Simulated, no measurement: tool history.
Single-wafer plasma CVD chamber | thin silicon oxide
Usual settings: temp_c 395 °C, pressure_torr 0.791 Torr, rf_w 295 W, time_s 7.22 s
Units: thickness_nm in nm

run	day	temp_c	pressure_torr	rf_w	time_s	wafers since the last listed run	hours since the last thermocouple change	hours since the last RF generator calibration	hours since the last manometer calibration	hours since the showerhead was replaced	hours since the gauge calibration	read-back reference wafer on the same gauge, thickness_nm	thickness_nm
1	0.000	388	0.791	295	7.22	0	1074.0	2385.2	1557.5	6874.7	226.4	12.906	13.106
2	0.725	388	0.791	295	7.22	529	1091.4	2402.6	1574.9	6892.1	243.8	12.910	13.070
3	1.429	388	0.791	295	7.22	514	1108.3	2419.5	1591.8	6909.0	260.7	12.906	13.099
4	3.579	395	0.791	295	7.22	1571	1159.9	2471.1	1643.4	6960.6	312.3	12.899	13.002
5	4.267	395	0.791	295	7.22	502	1176.4	2487.6	1659.9	6977.1	328.8	12.905	13.000
6	4.783	395	0.791	295	7.22	377	1188.8	2500.0	1672.3	6989.5	341.2	12.894	13.028
# day 5.788: thermocouple changed; heater temperature recalibrated
7	5.808	395	0.842	295	7.22	505	0.5	2524.6	1696.9	7014.1	365.8	12.899	13.610
# day 6.233: RF generator calibrated
8	6.254	395	0.791	280	7.22	82	11.2	0.5	1707.6	7024.8	376.5	12.877	12.712
9	6.471	395	0.791	280	7.22	158	16.4	5.7	1712.8	7030.0	381.7	12.905	12.719
10	7.225	389	0.791	295	7.22	551	34.5	23.8	1730.9	7048.1	399.8	12.903	13.087
11	7.596	395	0.791	295	7.22	271	43.4	32.7	1739.8	7057.0	408.7	12.905	12.973
12	8.808	395	0.791	295	7.22	886	72.5	61.8	1768.9	7086.1	437.8	12.912	12.971
# day 9.146: capacitance manometer re-zeroed and calibrated
# day 9.592: gauge calibrated
# day 9.596: showerhead replaced
13	9.617	395	0.791	295	6.03	103	91.9	81.2	11.3	0.5	0.6	12.910	11.353
14	9.850	410	0.791	260	6.64	170	97.5	86.8	16.9	6.1	6.2	12.890	11.743
15	10.479	381	0.791	295	7.22	459	112.6	101.9	32.0	21.2	21.3	12.899	13.664
16	10.775	388	0.791	340	7.99	216	119.7	109.0	39.1	28.3	28.4	12.890	16.014
17	11.138	395	0.791	295	6.55	264	128.4	117.7	47.8	37.0	37.1	12.905	12.322
18	11.742	388	0.791	295	7.22	441	142.9	132.2	62.3	51.5	51.6	12.891	13.642
19	12.404	395	0.630	295	8.27	484	158.8	148.1	78.2	67.4	67.5	12.895	13.082
20	12.750	383	0.791	295	8.40	252	167.1	156.4	86.5	75.7	75.8	12.905	15.932
21	13.412	405	0.871	270	7.22	484	183.0	172.3	102.4	91.6	91.7	12.888	13.894
22	14.458	399	0.791	270	7.22	764	208.1	197.4	127.5	116.7	116.8	12.883	12.936
23	14.808	405	0.913	260	7.22	255	216.5	205.8	135.9	125.1	125.2	12.909	14.056
24	15.538	410	0.791	260	6.64	532	234.0	223.3	153.4	142.6	142.7	12.903	11.662
25	16.158	395	0.791	295	7.22	453	248.9	238.2	168.3	157.5	157.6	12.915	13.564

Forecast each of these 4 alternatives for the next run:
A	16.175	395	0.791	295	7.22	12	249.3	238.6	168.7	157.9	158.0	?	?
B	16.175	395	0.888	295	8.40	12	249.3	238.6	168.7	157.9	158.0	?	?
C	16.175	386	0.791	295	6.81	12	249.3	238.6	168.7	157.9	158.0	?	?
D	16.175	410	0.597	235	7.79	12	249.3	238.6	168.7	157.9	158.0	?	?

run	read-back reference wafer on the same gauge, thickness_nm	thickness_nm
A	12.886	13.566
B	12.886	17.122
C	12.886	12.868
D	12.886	10.504
Without the tool's hidden state the same runs would have given:
run	thickness_nm
A	13.711
B	17.285
C	13.006
D	10.632
